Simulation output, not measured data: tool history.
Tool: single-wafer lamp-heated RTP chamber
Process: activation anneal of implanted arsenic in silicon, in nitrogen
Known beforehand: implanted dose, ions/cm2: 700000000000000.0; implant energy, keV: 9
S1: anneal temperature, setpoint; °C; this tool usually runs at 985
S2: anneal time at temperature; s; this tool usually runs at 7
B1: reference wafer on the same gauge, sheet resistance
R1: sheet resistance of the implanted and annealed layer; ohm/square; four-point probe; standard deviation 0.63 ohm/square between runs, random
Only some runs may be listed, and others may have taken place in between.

Run 1, hour 0: usual settings; B1 209.92. Result: R1 201.11 ohm/square.
Run 2, hour 17.1: usual settings; B1 209.92. Result: R1 199.43 ohm/square.
Run 3, hour 24.1: usual settings; B1 210.01. Result: R1 201.28 ohm/square.
Run 4, hour 36.3: usual settings but S1 962 °C; B1 209.99. Result: R1 210.68 ohm/square.
At hour 44.8: pyrometer window cleaned and pyrometer calibrated.
Run 5, hour 52.2: usual settings but S1 962 °C; B1 209.89. Result: R1 210.92 ohm/square.
Run 6, hour 69.2: usual settings but S2 6 s; B1 210.31. Result: R1 202.43 ohm/square.
Run 7, hour 77: usual settings; B1 209.84. Result: R1 200.31 ohm/square.
Run 8, hour 91.6: usual settings; B1 210. Result: R1 200.22 ohm/square.
Run 9, hour 102: usual settings but S2 5 s; B1 210.1. Result: R1 205.11 ohm/square.
Run 10, hour 110.7: usual settings but S2 5 s; B1 210.38. Result: R1 204.92 ohm/square.
At hour 117: gauge calibrated.
Run 11, hour 118.6: usual settings; B1 209.99. Result: R1 200.71 ohm/square.
Run 12, hour 126.1: usual settings; B1 209.99. Result: R1 200.44 ohm/square.
At hour 138.7: reflector plate cleaned.
Run 13, hour 142: usual settings but S1 963 °C, S2 4 s; B1 210. Result: R1 224.32 ohm/square.
At hour 160.2: pyrometer window cleaned and pyrometer calibrated.
Run 14, hour 160.7: usual settings but S2 8 s; B1 209.65. Result: R1 201.9 ohm/square.
Run 15, hour 170: usual settings but S1 1003 °C, S2 10 s; B1 210.12. Result: R1 190.83 ohm/square.
Run 16, hour 181.8: usual settings but S2 11 s; B1 209.63. Result: R1 197.32 ohm/square.
Run 17, hour 188.4: usual settings but S1 974 °C, S2 8 s; B1 210.14. Result: R1 206.55 ohm/square.
Run 18, hour 196.1: usual settings but S1 965 °C, S2 9 s; B1 209.86. Result: R1 208.55 ohm/square.
Run 19, hour 203.1: usual settings but S1 977 °C, S2 10 s; B1 210.03. Result: R1 201.6 ohm/square.
Run 20, hour 209.8: usual settings but S1 968 °C, S2 9 s; B1 210.25. Result: R1 208.03 ohm/square.
Run 21, hour 227.4: usual settings but S1 971 °C; B1 209.91. Result: R1 209.72 ohm/square.
Run 22, hour 237.2: usual settings but S1 997 °C, S2 10 s; B1 209.89. Result: R1 193.04 ohm/square.
Run 23, hour 244.9: usual settings but S1 957 °C, S2 3 s; B1 209.8. Result: R1 232.04 ohm/square.
Run 24, hour 255.3: usual settings; B1 209.74. Result: R1 201.41 ohm/square.
Run 25, hour 268.8: usual settings but S2 8 s; B1 209.77. Result: R1 199.93 ohm/square.
At hour 287.1: pyrometer window cleaned and pyrometer calibrated.
Run 26, hour 287.6: usual settings; B1 210.01. Result: R1 202.32 ohm/square.
Run 27, hour 291.3: usual settings but S1 995 °C, S2 3 s; B1 210.08. Result: R1 210.1 ohm/square.
Run 28, hour 308.9: usual settings but S1 1008 °C, S2 8 s; B1 209.97. Result: R1 191.39 ohm/square.
Run 29, hour 317.2: usual settings; B1 210.13. Result: R1 202.18 ohm/square.
Run 30, hour 324.2: usual settings but S1 1010 °C, S2 10 s; B1 209.73. Result: R1 185.95 ohm/square.
Run 31, hour 337.1: usual settings but S1 1006 °C, S2 4 s; B1 209.67. Result: R1 202.17 ohm/square.
Run 32, hour 352.7: usual settings but S1 960 °C, S2 4 s; B1 210.27. Result: R1 223.72 ohm/square.
Run 33, hour 367.4: usual settings but S1 998 °C, S2 6 s; B1 210. Result: R1 199.85 ohm/square.
Run 34, hour 381.7: usual settings; B1 209.64. Result: R1 201.64 ohm/square.
Run 35, hour 393.7: usual settings but S1 967 °C, S2 9 s; B1 210.21. Result: R1 206.28 ohm/square.
Run 36, hour 401.8: usual settings but S1 1003 °C, S2 9 s; B1 210. Result: R1 190.81 ohm/square.

Some steps in R1 between neighbouring runs. How much of each would the tool show without its hidden state too (settings, what came in, random variation), and how much is left for the hidden state, with any gauge scatter that isn't in both results?
What the log doesn't record here: true wafer temperature minus pyrometer reading, K; wafer temperature error from the tarnished reflector plate, K; gauge reads high (%).
Run 3 -> 4: S1 985 -> 962. R1 +9.4 ohm/square: hidden state -1.05, all else +10.45.
Run 12 -> 13: S1 985 -> 963, S2 7 -> 4, reflector plate cleaned. R1 +23.88 ohm/square: hidden state +3.67, all else +20.21.
Run 22 -> 23: S1 997 -> 957, S2 10 -> 3. R1 +39 ohm/square: hidden state -0.46, all else +39.46.
Run 23 -> 24: S1 957 -> 985, S2 3 -> 7. R1 -30.63 ohm/square: hidden state +0.23, all else -30.86.
Run 31 -> 32: S1 1006 -> 960. R1 +21.55 ohm/square: hidden state -1.35, all else +22.9.

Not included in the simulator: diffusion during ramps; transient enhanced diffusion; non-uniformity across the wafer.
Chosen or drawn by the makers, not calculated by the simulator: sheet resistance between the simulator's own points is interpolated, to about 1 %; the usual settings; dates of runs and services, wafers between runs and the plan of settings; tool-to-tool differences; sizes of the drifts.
